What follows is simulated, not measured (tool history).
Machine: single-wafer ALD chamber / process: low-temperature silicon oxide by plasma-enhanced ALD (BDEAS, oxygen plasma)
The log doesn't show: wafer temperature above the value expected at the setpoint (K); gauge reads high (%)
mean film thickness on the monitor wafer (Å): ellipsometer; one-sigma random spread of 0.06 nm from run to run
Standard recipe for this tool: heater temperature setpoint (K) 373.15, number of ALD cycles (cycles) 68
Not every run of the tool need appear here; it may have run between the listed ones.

run,hour,heater temperature setpoint (K),number of ALD cycles (cycles),wafers since the last listed run,hours since the last thermocouple change,hours since the gauge calibration,"read-back reference wafer on the same gauge, thickness_nm",mean film thickness on the monitor wafer (Å)
1,0.0,373.15,68,0,737.5,210.1,8.296,101.33
2,11.4,373.15,68,57,748.9,221.5,8.300,101.52
# hour 17.7: gauge calibrated
3,24.5,373.15,68,65,762.0,6.8,8.319,101.40
4,69.3,373.15,68,225,806.8,51.6,8.308,102.28
5,83.5,373.15,68,71,821.0,65.8,8.308,101.35
6,95.6,373.15,68,60,833.1,77.9,8.306,102.49
7,103.8,373.15,68,41,841.3,86.1,8.298,100.30
8,112.7,379.15,76,44,850.2,95.0,8.295,112.97
9,129.1,373.15,59,82,866.6,111.4,8.297,88.28
10,146.6,373.15,59,88,884.1,128.9,8.283,88.81
11,158.3,373.15,59,58,895.8,140.6,8.288,87.60
12,173.7,373.15,68,77,911.2,156.0,8.299,101.59
13,184.7,373.15,68,55,922.2,167.0,8.276,101.91
14,192.2,373.15,68,37,929.7,174.5,8.323,101.60
15,209.1,377.15,68,85,946.6,191.4,8.275,100.08
16,217.0,377.15,68,39,954.5,199.3,8.293,102.10
17,230.0,385.15,71,65,967.5,212.3,8.294,102.84
18,237.4,385.15,71,37,974.9,219.7,8.306,103.30
19,244.3,385.15,71,34,981.8,226.6,8.304,104.44
20,256.4,359.15,62,60,993.9,238.7,8.298,97.26
21,274.3,373.15,68,90,1011.8,256.6,8.289,102.26
22,283.0,373.15,57,43,1020.5,265.3,8.312,84.99
23,298.1,362.15,81,76,1035.6,280.4,8.298,126.08
24,314.1,373.15,72,80,1051.6,296.4,8.312,107.47
# hour 317.9: gauge calibrated
25,325.4,373.15,68,56,1062.9,7.5,8.323,102.41
26,339.6,362.15,81,71,1077.1,21.7,8.299,126.89
27,347.4,373.15,75,39,1084.9,29.5,8.303,113.67
28,362.4,387.15,68,75,1099.9,44.5,8.281,99.67
# hour 372.5: thermocouple changed; heater temperature recalibrated
29,373.0,379.15,79,13,0.5,55.1,8.310,117.18
30,384.8,383.15,55,59,12.3,66.9,8.297,80.63
31,392.8,373.15,68,40,20.3,74.9,8.290,100.74
32,401.9,373.15,68,45,29.4,84.0,8.295,101.90
33,419.8,373.15,68,90,47.3,101.9,8.315,100.95
34,433.1,386.15,55,66,60.6,115.2,8.290,79.51
35,441.5,382.15,77,42,69.0,123.6,8.302,115.11
36,462.1,359.15,78,103,89.6,144.2,8.293,121.84
37,472.1,373.15,68,50,99.6,154.2,8.289,101.86
38,480.8,385.15,80,43,108.3,162.9,8.300,117.14
39,490.9,373.15,68,50,118.4,173.0,8.328,101.11

What differs in the tool's unlogged condition from the final listed run ahead of each entry between runs to the first listed run following it?
Runs 2 to 3: gauge calibrated (hour 17.7)
  no hidden state differs between the two runs
Runs 24 to 25: gauge calibrated (hour 317.9)
  no hidden state differs between the two runs
Runs 28 to 29: thermocouple changed; heater temperature recalibrated (hour 372.5)
  no hidden state differs between the two runs
